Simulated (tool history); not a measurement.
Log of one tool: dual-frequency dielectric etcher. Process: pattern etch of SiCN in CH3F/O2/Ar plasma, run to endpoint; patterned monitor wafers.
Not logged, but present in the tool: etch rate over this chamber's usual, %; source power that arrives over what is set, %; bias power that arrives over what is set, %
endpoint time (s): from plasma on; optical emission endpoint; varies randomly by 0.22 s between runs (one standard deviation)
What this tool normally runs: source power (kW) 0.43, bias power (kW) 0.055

run	hour	source power (kW)	bias power (kW)	wafers since the last listed run	hours since the last wet clean	hours since the last source power generator calibration	hours since the last bias power generator calibration	hours since the last upper electrode change	incoming incoming film thickness, nm	endpoint time (s)
1	0	0.43	0.059	0	203.3	3794.4	2103.9	1880.2	8.77	24.9
2	35.7	0.43	0.059	554	239	3830.1	2139.6	1915.9	8.83	25.1
3	58.7	0.43	0.059	357	262	3853.1	2162.6	1938.9	8.76	24.5
4	80.6	0.47	0.055	339	283.9	3875	2184.5	1960.8	8.88	24.8
5	101	0.47	0.055	316	304.3	3895.4	2204.9	1981.2	8.75	24.2
6	116.1	0.43	0.055	234	319.4	3910.5	2220	1996.3	8.86	25.3
7	142.8	0.43	0.055	414	346.1	3937.2	2246.7	2023	8.79	25.1
8	156.2	0.43	0.055	207	359.5	3950.6	2260.1	2036.4	8.75	24.9
9	185	0.43	0.051	447	388.3	3979.4	2288.9	2065.2	8.72	25.3
# hour 214.8: wet clean of the chamber
10	217.1	0.43	0.055	125	2.3	4011.5	2321	2097.3	8.79	26.2
11	250.2	0.43	0.055	513	35.4	4044.6	2354.1	2130.4	8.73	25.8
12	286.1	0.43	0.065	557	71.3	4080.5	2390	2166.3	8.82	25.2
13	310	0.49	0.055	370	95.2	4104.4	2413.9	2190.2	8.78	24.5
14	332.3	0.43	0.055	346	117.5	4126.7	2436.2	2212.5	8.78	25.7
# hour 347.6: bias power generator calibrated
15	348.1	0.43	0.047	183	133.3	4142.5	0.5	2228.3	8.75	26.9
# hour 356.5: source power generator calibrated
16	362	0.47	0.061	153	147.2	5.5	14.4	2242.2	8.8	24.2
17	397	0.37	0.055	543	182.2	40.5	49.4	2277.2	8.83	27.6
# hour 441.8: upper electrode replaced
18	442.3	0.43	0.059	330	227.5	85.8	94.7	0.5	8.86	25
19	452.4	0.43	0.055	156	237.6	95.9	104.8	10.6	8.81	25.8
20	468.8	0.52	0.055	254	254	112.3	121.2	27	8.79	23.5
21	491.8	0.37	0.046	357	277	135.3	144.2	50	8.84	28.7
22	521.2	0.36	0.061	456	306.4	164.7	173.6	79.4	8.81	26.2
23	546	0.53	0.047	384	331.2	189.5	198.4	104.2	8.79	24.2
24	578.7	0.49	0.066	507	363.9	222.2	231.1	136.9	8.75	22.4

Predict each of these 5 candidate next runs independently; none follows another, all start after run 24:
A	579.1	0.43	0.055	6	364.3	222.6	231.5	137.3	8.84	?
B	579.1	0.43	0.049	6	364.3	222.6	231.5	137.3	8.84	?
C	579.1	0.49	0.044	6	364.3	222.6	231.5	137.3	8.84	?
D	579.1	0.43	0.069	6	364.3	222.6	231.5	137.3	8.84	?
E	579.1	0.39	0.065	6	364.3	222.6	231.5	137.3	8.84	?

run	endpoint time (s)
A	25.3
B	26.1
C	25.5
D	23.7
E	25.1
The same runs, with their run-to-run variation unchanged, on a tool lacking any hidden condition would have given:
run	endpoint time (s)
A	26.2
B	27.1
C	26.4
D	24.6
E	26

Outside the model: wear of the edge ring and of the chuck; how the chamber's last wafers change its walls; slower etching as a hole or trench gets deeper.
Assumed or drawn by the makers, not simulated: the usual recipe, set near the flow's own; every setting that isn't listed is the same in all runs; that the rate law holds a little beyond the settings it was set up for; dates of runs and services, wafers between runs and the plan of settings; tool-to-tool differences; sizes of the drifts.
